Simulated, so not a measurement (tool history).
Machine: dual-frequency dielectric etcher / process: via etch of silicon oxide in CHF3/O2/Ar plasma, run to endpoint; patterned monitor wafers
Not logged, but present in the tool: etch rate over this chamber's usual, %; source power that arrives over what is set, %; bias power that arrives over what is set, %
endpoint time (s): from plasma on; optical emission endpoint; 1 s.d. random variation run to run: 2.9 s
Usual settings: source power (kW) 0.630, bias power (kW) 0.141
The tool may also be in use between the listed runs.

| run | hour | source power (kW) | bias power (kW) | wafers since the last listed run | hours since the last wet clean | hours since the last source power generator calibration | hours since the last bias power generator calibration | hours since the last upper electrode change | incoming incoming film thickness, nm | endpoint time (s) |
|---|---|---|---|---|---|---|---|---|---|---|
| 1 | 0.0 | 0.700 | 0.141 | 0 | 234.3 | 2491.1 | 2298.2 | 4378.7 | 768.7 | 378.6 |
| 2 | 25.3 | 0.630 | 0.141 | 146 | 259.6 | 2516.4 | 2323.5 | 4404.0 | 772.7 | 393.3 |
| 3 | 56.9 | 0.630 | 0.141 | 183 | 291.2 | 2548.0 | 2355.1 | 4435.6 | 768.1 | 391.5 |
| 4 | 75.6 | 0.630 | 0.141 | 108 | 309.9 | 2566.7 | 2373.8 | 4454.3 | 759.5 | 387.1 |
| 5 | 110.1 | 0.630 | 0.141 | 199 | 344.4 | 2601.2 | 2408.3 | 4488.8 | 763.3 | 384.7 |
| 6 | 123.6 | 0.630 | 0.141 | 78 | 357.9 | 2614.7 | 2421.8 | 4502.3 | 767.1 | 388.2 |
| 7 | 141.0 | 0.570 | 0.125 | 100 | 375.3 | 2632.1 | 2439.2 | 4519.7 | 764.7 | 426.2 |
| 8 | 155.2 | 0.570 | 0.125 | 82 | 389.5 | 2646.3 | 2453.4 | 4533.9 | 762.7 | 419.8 |
| 9 | 169.1 | 0.700 | 0.158 | 80 | 403.4 | 2660.2 | 2467.3 | 4547.8 | 763.9 | 350.1 |
|  | 217.4 | wet clean of the chamber |
| 10 | 217.9 | 0.630 | 0.122 | 143 | 0.5 | 2709.0 | 2516.1 | 4596.6 | 763.8 | 421.1 |
| 11 | 230.8 | 0.720 | 0.141 | 74 | 13.4 | 2721.9 | 2529.0 | 4609.5 | 769.2 | 380.9 |
| 12 | 255.7 | 0.720 | 0.141 | 144 | 38.3 | 2746.8 | 2553.9 | 4634.4 | 767.5 | 382.1 |
| 13 | 271.4 | 0.580 | 0.166 | 91 | 54.0 | 2762.5 | 2569.6 | 4650.1 | 766.9 | 397.0 |
|  | 288.9 | source power generator calibrated |
| 14 | 289.4 | 0.680 | 0.111 | 81 | 72.0 | 0.5 | 2587.6 | 4668.1 | 773.5 | 414.9 |
| 15 | 321.1 | 0.580 | 0.166 | 183 | 103.7 | 32.2 | 2619.3 | 4699.8 | 764.8 | 388.6 |
| 16 | 336.4 | 0.630 | 0.141 | 88 | 119.0 | 47.5 | 2634.6 | 4715.1 | 765.7 | 397.0 |
| 17 | 368.6 | 0.630 | 0.141 | 186 | 151.2 | 79.7 | 2666.8 | 4747.3 | 773.4 | 397.9 |
| 18 | 401.0 | 0.630 | 0.141 | 187 | 183.6 | 112.1 | 2699.2 | 4779.7 | 761.6 | 394.9 |
| 19 | 414.3 | 0.570 | 0.129 | 77 | 196.9 | 125.4 | 2712.5 | 4793.0 | 766.3 | 422.5 |

The next listed run, before its measurement:
|  | 447.2 | upper electrode replaced |
| 20 | 447.7 | 0.530 | 0.159 | 54 | 230.3 | 158.8 | 2745.9 | 0.5 | 772.8 | ? |

Run 20 came out at endpoint time (s) 412.2.
If the tool had no hidden condition, the same run with the same run-to-run variation would have returned endpoint time (s) 423.1.

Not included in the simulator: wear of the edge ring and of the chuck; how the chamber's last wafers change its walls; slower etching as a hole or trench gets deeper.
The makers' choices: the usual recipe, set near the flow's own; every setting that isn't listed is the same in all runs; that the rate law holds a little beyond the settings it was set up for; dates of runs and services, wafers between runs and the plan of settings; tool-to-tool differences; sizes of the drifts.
